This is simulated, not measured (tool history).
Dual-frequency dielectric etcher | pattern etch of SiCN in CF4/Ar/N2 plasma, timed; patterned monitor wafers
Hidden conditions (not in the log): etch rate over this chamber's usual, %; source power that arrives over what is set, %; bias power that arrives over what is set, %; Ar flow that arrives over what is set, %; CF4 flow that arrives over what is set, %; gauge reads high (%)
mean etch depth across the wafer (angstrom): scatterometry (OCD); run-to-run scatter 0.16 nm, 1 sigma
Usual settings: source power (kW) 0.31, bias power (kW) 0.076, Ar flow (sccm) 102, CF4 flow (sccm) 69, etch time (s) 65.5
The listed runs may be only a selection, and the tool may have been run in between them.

| run | hour | source power (kW) | bias power (kW) | Ar flow (sccm) | CF4 flow (sccm) | etch time (s) | wafers since the last listed run | hours since the last wet clean | hours since the last source power generator calibration | hours since the last bias power generator calibration | hours since the last Ar flow controller change | hours since the last CF4 flow controller change | hours since the last upper electrode change | hours since the gauge calibration | read-back reference wafer on the same gauge, depth_nm | mean etch depth across the wafer (angstrom) |
|---|---|---|---|---|---|---|---|---|---|---|---|---|---|---|---|---|
| 1 | 0 | 0.31 | 0.076 | 102 | 69 | 65.5 | 0 | 122.7 | 4124.8 | 3373.7 | 15 | 3242.3 | 105.4 | 2021.2 | 44.1 | 423.9 |
|  | 28.2 | source power generator calibrated |
| 2 | 43.1 | 0.31 | 0.076 | 102 | 69 | 65.5 | 466 | 165.8 | 14.9 | 3416.8 | 58.1 | 3285.4 | 148.5 | 2064.3 | 44.11 | 426.5 |
| 3 | 88 | 0.31 | 0.076 | 102 | 69 | 65.5 | 535 | 210.7 | 59.8 | 3461.7 | 103 | 3330.3 | 193.4 | 2109.2 | 44.07 | 426.2 |
|  | 122.5 | gauge calibrated |
| 4 | 178.6 | 0.27 | 0.076 | 102 | 69 | 65.5 | 1080 | 301.3 | 150.4 | 3552.3 | 193.6 | 3420.9 | 284 | 56.1 | 44.15 | 369.9 |
|  | 411 | bias power generator calibrated |
|  | 432.5 | wet clean of the chamber |
| 5 | 485.6 | 0.27 | 0.076 | 102 | 69 | 65.5 | 3357 | 53.1 | 457.4 | 74.6 | 500.6 | 3727.9 | 591 | 363.1 | 44.05 | 373.2 |
| 6 | 566.5 | 0.27 | 0.076 | 102 | 69 | 65.5 | 964 | 134 | 538.3 | 155.5 | 581.5 | 3808.8 | 671.9 | 444 | 44.13 | 371.5 |
| 7 | 604.1 | 0.31 | 0.076 | 102 | 69 | 65.5 | 448 | 171.6 | 575.9 | 193.1 | 619.1 | 3846.4 | 709.5 | 481.6 | 44.11 | 430.8 |
| 8 | 644.6 | 0.31 | 0.076 | 102 | 62 | 65.5 | 483 | 212.1 | 616.4 | 233.6 | 659.6 | 3886.9 | 750 | 522.1 | 44.11 | 425 |
| 9 | 707.9 | 0.37 | 0.076 | 102 | 61 | 49.5 | 754 | 275.4 | 679.7 | 296.9 | 722.9 | 3950.2 | 813.3 | 585.4 | 44.02 | 386.3 |
| 10 | 747.8 | 0.31 | 0.076 | 102 | 69 | 65.5 | 475 | 315.3 | 719.6 | 336.8 | 762.8 | 3990.1 | 853.2 | 625.3 | 44.14 | 434.7 |
| 11 | 785.7 | 0.28 | 0.089 | 102 | 69 | 58.5 | 452 | 353.2 | 757.5 | 374.7 | 800.7 | 4028 | 891.1 | 663.2 | 44.07 | 363.2 |
| 12 | 891.7 | 0.31 | 0.076 | 102 | 69 | 59 | 1264 | 459.2 | 863.5 | 480.7 | 906.7 | 4134 | 997.1 | 769.2 | 44.1 | 387.7 |
|  | 1004.9 | wet clean of the chamber |
| 13 | 1005.4 | 0.31 | 0.076 | 102 | 69 | 65.5 | 1069 | 0.5 | 977.2 | 594.4 | 1020.4 | 4247.7 | 1110.8 | 882.9 | 44.05 | 429.8 |
|  | 1021.6 | CF4 flow controller replaced |
| 14 | 1092.5 | 0.37 | 0.06 | 121 | 69 | 51 | 967 | 87.6 | 1064.3 | 681.5 | 1107.5 | 70.9 | 1197.9 | 970 | 44.13 | 363 |
| 15 | 1135.2 | 0.31 | 0.076 | 79 | 62 | 65.5 | 509 | 130.3 | 1107 | 724.2 | 1150.2 | 113.6 | 1240.6 | 1012.7 | 44.14 | 449.6 |
| 16 | 1226.2 | 0.31 | 0.076 | 102 | 53 | 75 | 1085 | 221.3 | 1198 | 815.2 | 1241.2 | 204.6 | 1331.6 | 1103.7 | 44.09 | 481.3 |
| 17 | 1281.1 | 0.38 | 0.068 | 102 | 86 | 80.5 | 654 | 276.2 | 1252.9 | 870.1 | 1296.1 | 259.5 | 1386.5 | 1158.6 | 44.07 | 652.5 |
| 18 | 1360.3 | 0.31 | 0.076 | 102 | 69 | 65.5 | 944 | 355.4 | 1332.1 | 949.3 | 1375.3 | 338.7 | 1465.7 | 1237.8 | 44.03 | 431.9 |
| 19 | 1415 | 0.37 | 0.076 | 102 | 60 | 74 | 652 | 410.1 | 1386.8 | 1004 | 1430 | 393.4 | 1520.4 | 1292.5 | 44.14 | 578.4 |
| 20 | 1464.1 | 0.31 | 0.076 | 102 | 69 | 65.5 | 585 | 459.2 | 1435.9 | 1053.1 | 1479.1 | 442.5 | 1569.5 | 1341.6 | 44.08 | 434.3 |
| 21 | 1504.2 | 0.31 | 0.076 | 84 | 56 | 65.5 | 478 | 499.3 | 1476 | 1093.2 | 1519.2 | 482.6 | 1609.6 | 1381.7 | 44.09 | 437.5 |
| 22 | 1550.3 | 0.31 | 0.076 | 112 | 69 | 55.5 | 549 | 545.4 | 1522.1 | 1139.3 | 1565.3 | 528.7 | 1655.7 | 1427.8 | 44.11 | 358.9 |

Alternative continuations, all from the tool just after run 22; predict every row:
| A | 1550.7 | 0.31 | 0.076 | 102 | 69 | 65.5 | 4 | 545.8 | 1522.5 | 1139.7 | 1565.7 | 529.1 | 1656.1 | 1428.2 | ? | ? |
| B | 1550.7 | 0.35 | 0.09 | 102 | 69 | 53.5 | 4 | 545.8 | 1522.5 | 1139.7 | 1565.7 | 529.1 | 1656.1 | 1428.2 | ? | ? |
| C | 1550.7 | 0.31 | 0.069 | 111 | 52 | 55.5 | 4 | 545.8 | 1522.5 | 1139.7 | 1565.7 | 529.1 | 1656.1 | 1428.2 | ? | ? |

| run | read-back reference wafer on the same gauge, depth_nm | mean etch depth across the wafer (angstrom) |
|---|---|---|
| A | 44.09 | 431.3 |
| B | 44.09 | 421.2 |
| C | 44.09 | 337.1 |
The same runs, with their run-to-run variation unchanged, on a tool lacking any hidden condition would have given:
| run | mean etch depth across the wafer (angstrom) |
|---|---|
| A | 424.3 |
| B | 414.6 |
| C | 331 |

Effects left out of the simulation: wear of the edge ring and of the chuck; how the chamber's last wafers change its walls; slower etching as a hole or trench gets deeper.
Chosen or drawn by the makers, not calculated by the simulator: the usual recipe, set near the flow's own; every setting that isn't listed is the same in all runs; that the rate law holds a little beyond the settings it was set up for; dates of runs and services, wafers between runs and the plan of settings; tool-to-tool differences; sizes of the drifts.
